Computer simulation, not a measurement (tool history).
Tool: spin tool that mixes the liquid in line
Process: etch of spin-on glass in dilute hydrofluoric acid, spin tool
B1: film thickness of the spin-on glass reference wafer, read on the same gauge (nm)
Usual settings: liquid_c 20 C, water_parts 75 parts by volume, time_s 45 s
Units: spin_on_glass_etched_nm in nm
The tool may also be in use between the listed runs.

Run 1, day 0: usual settings but liquid_c 18.5 C, time_s 65 s; B1 29.99. Result: spin_on_glass_etched_nm 27.86 nm.
Run 2, day 2.779: usual settings but liquid_c 18.5 C, time_s 65 s; B1 30.02. Result: spin_on_glass_etched_nm 27.67 nm.
Run 3, day 4.342: usual settings but time_s 65 s; B1 30.02. Result: spin_on_glass_etched_nm 28.7 nm.
Run 4, day 6.154: usual settings but time_s 65 s; B1 30.01. Result: spin_on_glass_etched_nm 29.04 nm.
Run 5, day 7.908: usual settings but time_s 65 s; B1 29.96. Result: spin_on_glass_etched_nm 28.49 nm.
Run 6, day 10.758: usual settings; B1 30.01. Result: spin_on_glass_etched_nm 19.45 nm.
At day 11.046: gauge calibrated.
Run 7, day 13.133: usual settings; B1 29.97. Result: spin_on_glass_etched_nm 19.53 nm.
At day 14.225: hydrofluoric acid flow meter replaced.
Run 8, day 15.379: usual settings; B1 30.03. Result: spin_on_glass_etched_nm 18.99 nm.
Run 9, day 16.6: usual settings but liquid_c 22 C, water_parts 45 parts by volume, time_s 65 s; B1 29.96. Result: spin_on_glass_etched_nm 52.24 nm.
At day 19.1: thermometer replaced.
Run 10, day 19.121: usual settings but time_s 65 s; B1 29.98. Result: spin_on_glass_etched_nm 30.5 nm.
Run 11, day 20.379: usual settings but water_parts 45 parts by volume; B1 30.03. Result: spin_on_glass_etched_nm 36.72 nm.
Run 12, day 21.65: usual settings but liquid_c 24.5 C; B1 30. Result: spin_on_glass_etched_nm 25.41 nm.
Run 13, day 24.6: usual settings but water_parts 45 parts by volume, time_s 25 s; B1 29.96. Result: spin_on_glass_etched_nm 19.65 nm.
Run 14, day 27.471: usual settings but liquid_c 17.5 C, water_parts 90 parts by volume, time_s 30 s; B1 30.03. Result: spin_on_glass_etched_nm 10.14 nm.
Run 15, day 29.492: usual settings but liquid_c 17 C, water_parts 105 parts by volume; B1 29.99. Result: spin_on_glass_etched_nm 12.49 nm.
Run 16, day 31.346: usual settings but liquid_c 21.5 C, water_parts 110 parts by volume, time_s 60 s; B1 29.96. Result: spin_on_glass_etched_nm 18.77 nm.

5 ways to go on from here, each from the tool as it stands after run 16. What would each give?
Run A, day 31.362: usual settings but water_parts 105 parts by volume; B1 ?. Result: spin_on_glass_etched_nm ?.
Run B, day 31.362: usual settings but liquid_c 17 C, water_parts 60 parts by volume, time_s 35 s; B1 ?. Result: spin_on_glass_etched_nm ?.
Run C, day 31.362: usual settings but liquid_c 21.5 C, water_parts 85 parts by volume, time_s 30 s; B1 ?. Result: spin_on_glass_etched_nm ?.
Run D, day 31.362: usual settings but liquid_c 25 C, water_parts 50 parts by volume, time_s 30 s; B1 ?. Result: spin_on_glass_etched_nm ?.
Run E, day 31.362: usual settings but liquid_c 23.5 C, water_parts 90 parts by volume; B1 ?. Result: spin_on_glass_etched_nm ?.

run     B1  spin_on_glass_etched_nm
  A  29.98                    14.28
  B  29.98                    17.96
  C  29.98                     12.8
  D  29.98                    26.24
  E  29.98                    19.56
Without the tool's hidden state the same runs would have given:
run  spin_on_glass_etched_nm
  A                    14.95
  B                    18.85
  C                    13.39
  D                    27.46
  E                    20.45
